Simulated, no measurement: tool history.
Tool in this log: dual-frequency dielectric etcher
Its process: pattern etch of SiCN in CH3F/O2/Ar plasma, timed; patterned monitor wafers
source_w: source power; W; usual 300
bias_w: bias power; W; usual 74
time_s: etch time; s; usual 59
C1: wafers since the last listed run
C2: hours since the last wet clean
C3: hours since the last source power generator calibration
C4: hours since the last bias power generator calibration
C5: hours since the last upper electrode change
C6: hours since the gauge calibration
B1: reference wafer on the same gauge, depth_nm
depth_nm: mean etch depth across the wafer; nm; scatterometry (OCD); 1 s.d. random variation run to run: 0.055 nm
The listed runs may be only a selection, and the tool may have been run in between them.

{"run": 1, "day": 0.0, "source_w": 300, "bias_w": 74, "time_s": 59, "C1": 0, "C2": 284.7, "C3": 1168.2, "C4": 3797.7, "C5": 5061.2, "C6": 205.6, "B1": 20.61, "depth_nm": 18.86}
{"run": 2, "day": 1.1, "source_w": 300, "bias_w": 74, "time_s": 59, "C1": 334, "C2": 311.1, "C3": 1194.6, "C4": 3824.1, "C5": 5087.6, "C6": 232, "B1": 20.59, "depth_nm": 18.85}
{"run": 3, "day": 2.338, "source_w": 300, "bias_w": 74, "time_s": 59, "C1": 376, "C2": 340.8, "C3": 1224.3, "C4": 3853.8, "C5": 5117.3, "C6": 261.7, "B1": 20.59, "depth_nm": 18.83}
{"run": 4, "day": 3.267, "source_w": 300, "bias_w": 74, "time_s": 59, "C1": 282, "C2": 363.1, "C3": 1246.6, "C4": 3876.1, "C5": 5139.6, "C6": 284, "B1": 20.61, "depth_nm": 18.84}
{"run": 5, "day": 3.871, "source_w": 300, "bias_w": 74, "time_s": 59, "C1": 183, "C2": 377.6, "C3": 1261.1, "C4": 3890.6, "C5": 5154.1, "C6": 298.5, "B1": 20.6, "depth_nm": 18.78}
{"run": 6, "day": 4.825, "source_w": 300, "bias_w": 74, "time_s": 59, "C1": 290, "C2": 400.5, "C3": 1284, "C4": 3913.5, "C5": 5177, "C6": 321.4, "B1": 20.6, "depth_nm": 18.63}
{"run": 7, "day": 5.75, "source_w": 300, "bias_w": 74, "time_s": 67.5, "C1": 281, "C2": 422.7, "C3": 1306.2, "C4": 3935.7, "C5": 5199.2, "C6": 343.6, "B1": 20.61, "depth_nm": 21.3}
{"day": 7.238, "done": "wet clean of the chamber"}
{"run": 8, "day": 7.258, "source_w": 300, "bias_w": 74, "time_s": 67.5, "C1": 154, "C2": 0.5, "C3": 1342.4, "C4": 3971.9, "C5": 5235.4, "C6": 379.8, "B1": 20.58, "depth_nm": 22.17}
{"run": 9, "day": 7.667, "source_w": 300, "bias_w": 74, "time_s": 67.5, "C1": 124, "C2": 10.3, "C3": 1352.2, "C4": 3981.7, "C5": 5245.2, "C6": 389.6, "B1": 20.58, "depth_nm": 22.15}
{"run": 10, "day": 8.233, "source_w": 300, "bias_w": 64, "time_s": 59, "C1": 172, "C2": 23.9, "C3": 1365.8, "C4": 3995.3, "C5": 5258.8, "C6": 403.2, "B1": 20.59, "depth_nm": 18.34}
{"day": 9.346, "done": "upper electrode replaced"}
{"run": 11, "day": 9.367, "source_w": 300, "bias_w": 64, "time_s": 59, "C1": 40, "C2": 51.1, "C3": 1393, "C4": 4022.5, "C5": 0.5, "C6": 430.4, "B1": 20.59, "depth_nm": 18.4}
{"run": 12, "day": 9.454, "source_w": 300, "bias_w": 64, "time_s": 59, "C1": 26, "C2": 53.2, "C3": 1395.1, "C4": 4024.6, "C5": 2.6, "C6": 432.5, "B1": 20.59, "depth_nm": 18.34}
{"run": 13, "day": 10.254, "source_w": 370, "bias_w": 68, "time_s": 74.5, "C1": 243, "C2": 72.4, "C3": 1414.3, "C4": 4043.8, "C5": 21.8, "C6": 451.7, "B1": 20.61, "depth_nm": 26.12}
{"run": 14, "day": 10.775, "source_w": 230, "bias_w": 74, "time_s": 59, "C1": 158, "C2": 84.9, "C3": 1426.8, "C4": 4056.3, "C5": 34.3, "C6": 464.2, "B1": 20.62, "depth_nm": 16.87}
{"run": 15, "day": 11.738, "source_w": 330, "bias_w": 61, "time_s": 59, "C1": 292, "C2": 108, "C3": 1449.9, "C4": 4079.4, "C5": 57.4, "C6": 487.3, "B1": 20.59, "depth_nm": 18.84}
{"day": 12.012, "done": "bias power generator calibrated"}
{"run": 16, "day": 12.546, "source_w": 350, "bias_w": 82, "time_s": 75, "C1": 195, "C2": 127.4, "C3": 1469.3, "C4": 12.8, "C5": 76.8, "C6": 506.7, "B1": 20.58, "depth_nm": 27.32}
{"day": 13.133, "done": "gauge calibrated"}
{"run": 17, "day": 14.0, "source_w": 300, "bias_w": 74, "time_s": 59, "C1": 442, "C2": 162.3, "C3": 1504.2, "C4": 47.7, "C5": 111.7, "C6": 20.8, "B1": 20.6, "depth_nm": 19.2}
{"run": 18, "day": 15.204, "source_w": 300, "bias_w": 74, "time_s": 59, "C1": 366, "C2": 191.2, "C3": 1533.1, "C4": 76.6, "C5": 140.6, "C6": 49.7, "B1": 20.6, "depth_nm": 19.07}
{"run": 19, "day": 16.525, "source_w": 300, "bias_w": 85, "time_s": 59, "C1": 401, "C2": 222.9, "C3": 1564.8, "C4": 108.3, "C5": 172.3, "C6": 81.4, "B1": 20.62, "depth_nm": 19.99}
{"run": 20, "day": 19.825, "source_w": 360, "bias_w": 74, "time_s": 59, "C1": 1004, "C2": 302.1, "C3": 1644, "C4": 187.5, "C5": 251.5, "C6": 160.6, "B1": 20.59, "depth_nm": 20.64}
{"run": 21, "day": 20.558, "source_w": 230, "bias_w": 64, "time_s": 59, "C1": 223, "C2": 319.7, "C3": 1661.6, "C4": 205.1, "C5": 269.1, "C6": 178.2, "B1": 20.62, "depth_nm": 15.64}
{"run": 22, "day": 21.154, "source_w": 240, "bias_w": 74, "time_s": 70, "C1": 181, "C2": 334, "C3": 1675.9, "C4": 219.4, "C5": 283.4, "C6": 192.5, "B1": 20.62, "depth_nm": 20.04}
{"day": 22.196, "done": "source power generator calibrated"}
{"run": 23, "day": 22.521, "source_w": 270, "bias_w": 81, "time_s": 59, "C1": 365, "C2": 366.8, "C3": 7.8, "C4": 252.2, "C5": 316.2, "C6": 225.3, "B1": 20.6, "depth_nm": 18.98}
{"run": 24, "day": 23.992, "source_w": 300, "bias_w": 79, "time_s": 70.5, "C1": 447, "C2": 402.1, "C3": 43.1, "C4": 287.5, "C5": 351.5, "C6": 260.6, "B1": 20.6, "depth_nm": 23.54}
{"run": 25, "day": 25.238, "source_w": 350, "bias_w": 81, "time_s": 45.5, "C1": 379, "C2": 432, "C3": 73, "C4": 317.4, "C5": 381.4, "C6": 290.5, "B1": 20.58, "depth_nm": 16.46}
{"run": 26, "day": 26.638, "source_w": 340, "bias_w": 65, "time_s": 71, "C1": 426, "C2": 465.6, "C3": 106.6, "C4": 351, "C5": 415, "C6": 324.1, "B1": 20.6, "depth_nm": 23.3}
{"day": 27.717, "done": "wet clean of the chamber"}
{"run": 27, "day": 27.738, "source_w": 300, "bias_w": 74, "time_s": 59, "C1": 30, "C2": 0.5, "C3": 133, "C4": 377.4, "C5": 441.4, "C6": 350.5, "B1": 20.62, "depth_nm": 19.63}
{"run": 28, "day": 29.021, "source_w": 300, "bias_w": 74, "time_s": 59, "C1": 390, "C2": 31.3, "C3": 163.8, "C4": 408.2, "C5": 472.2, "C6": 381.3, "B1": 20.61, "depth_nm": 19.56}
{"run": 29, "day": 29.888, "source_w": 340, "bias_w": 74, "time_s": 74, "C1": 263, "C2": 52.1, "C3": 184.6, "C4": 429, "C5": 493, "C6": 402.1, "B1": 20.59, "depth_nm": 25.95}
{"run": 30, "day": 30.942, "source_w": 300, "bias_w": 74, "time_s": 59, "C1": 320, "C2": 77.4, "C3": 209.9, "C4": 454.3, "C5": 518.3, "C6": 427.4, "B1": 20.6, "depth_nm": 19.45}
{"run": 31, "day": 31.542, "source_w": 280, "bias_w": 59, "time_s": 45, "C1": 182, "C2": 91.8, "C3": 224.3, "C4": 468.7, "C5": 532.7, "C6": 441.8, "B1": 20.61, "depth_nm": 13.25}

Hidden state, per run?
bias power that arrives over what is set, %: 0, the same for each run
gauge reads high (%): 0, the same for each run
H1: etch rate over this chamber's usual, %
H2: source power that arrives over what is set, %
run=1 H1=-2.34 H2=-2.49
run=2 H1=-2.52 H2=-2.59
run=3 H1=-2.72 H2=-2.7
run=4 H1=-2.86 H2=-2.78
run=5 H1=-2.96 H2=-2.84
run=6 H1=-3.11 H2=-2.93
run=7 H1=-3.26 H2=-3.02
run=8 H1=0.672 H2=-3.17
run=9 H1=0.606 H2=-3.21
run=10 H1=0.516 H2=-3.26
run=11 H1=0.334 H2=-3.38
run=12 H1=0.32 H2=-3.39
run=13 H1=0.192 H2=-3.47
run=14 H1=0.109 H2=-3.53
run=15 H1=-0.0454 H2=-3.63
run=16 H1=-0.175 H2=-3.72
run=17 H1=-0.408 H2=-3.88
run=18 H1=-0.601 H2=-4.02
run=19 H1=-0.812 H2=-4.17
run=20 H1=-1.34 H2=-4.56
run=21 H1=-1.46 H2=-4.65
run=22 H1=-1.55 H2=-4.73
run=23 H1=-1.77 H2=-0.164
run=24 H1=-2.01 H2=-0.167
run=25 H1=-2.21 H2=-0.172
run=26 H1=-2.43 H2=-0.181
run=27 H1=0.0354 H2=-0.191
run=28 H1=-0.17 H2=-0.205
run=29 H1=-0.309 H2=-0.217
run=30 H1=-0.478 H2=-0.232
run=31 H1=-0.574 H2=-0.242

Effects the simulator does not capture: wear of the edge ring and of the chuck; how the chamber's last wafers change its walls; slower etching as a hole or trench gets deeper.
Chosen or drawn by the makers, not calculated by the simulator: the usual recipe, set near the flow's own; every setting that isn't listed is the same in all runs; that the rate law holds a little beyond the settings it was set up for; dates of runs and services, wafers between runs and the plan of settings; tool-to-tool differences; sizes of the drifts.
